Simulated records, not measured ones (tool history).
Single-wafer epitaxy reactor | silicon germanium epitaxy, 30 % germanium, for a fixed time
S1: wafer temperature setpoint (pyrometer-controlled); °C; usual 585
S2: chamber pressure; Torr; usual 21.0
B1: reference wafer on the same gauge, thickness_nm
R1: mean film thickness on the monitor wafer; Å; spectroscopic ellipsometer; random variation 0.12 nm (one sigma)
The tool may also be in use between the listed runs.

run,hour,S1,S2,B1,R1
1,0.0,582,21.0,39.679,425.71
2,13.8,582,21.0,39.705,426.15
3,27.6,595,21.0,39.692,532.68
4,42.1,595,21.0,39.705,531.10
# hour 54.8: showerhead replaced
5,55.3,595,21.0,39.664,531.97
6,59.5,585,21.0,39.708,448.54
7,76.7,585,21.0,39.693,450.06
8,84.8,585,21.0,39.687,447.61
9,91.5,585,21.0,39.711,446.42
10,107.8,597,21.0,39.677,550.96
11,114.6,597,21.0,39.700,546.87
12,123.0,585,21.0,39.679,449.03
13,133.5,585,21.0,39.691,447.87
# hour 138.5: gauge calibrated
14,146.1,570,24.8,39.685,365.52
15,158.6,585,21.0,39.695,449.76
16,175.7,591,22.7,39.694,511.12
17,191.1,571,18.6,39.715,336.52
18,203.7,597,24.5,39.687,581.90
# hour 219.9: capacitance manometer re-zeroed and calibrated
# hour 220.0: pyrometer calibrated
19,220.4,576,22.7,39.699,389.32
20,225.1,591,21.0,39.692,490.61
21,240.1,585,18.8,39.734,428.28
22,255.3,585,22.7,39.696,454.75
23,267.7,597,17.1,39.699,505.72
24,280.3,576,17.6,39.680,357.37
25,292.0,585,21.0,39.692,442.85
26,306.4,580,26.1,39.699,438.74
27,315.2,571,18.3,39.697,330.93
28,324.7,582,21.0,39.693,420.09
29,332.6,595,21.0,39.703,522.41
# hour 354.8: capacitance manometer re-zeroed and calibrated, repeated, since the last time left the tool worse
30,355.3,573,18.0,39.690,352.77
31,359.1,597,22.9,39.703,578.31
32,375.8,589,22.4,39.711,501.39
33,392.0,576,24.0,39.701,408.06
34,407.9,585,21.0,39.711,458.21
35,418.6,575,19.3,39.713,373.56

4 ways to go on from here, each from the tool as it stands after run 35. What would each give?
A,419.0,585,21.0,?,?
B,419.0,590,21.0,?,?
C,419.0,581,24.1,?,?
D,419.0,572,21.0,?,?

run,B1,R1
A,39.673,455.38
B,39.673,496.09
C,39.673,445.38
D,39.673,362.94
Without the tool's hidden state the same runs would have given:
run,R1
A,456.98
B,497.83
C,446.95
D,364.22
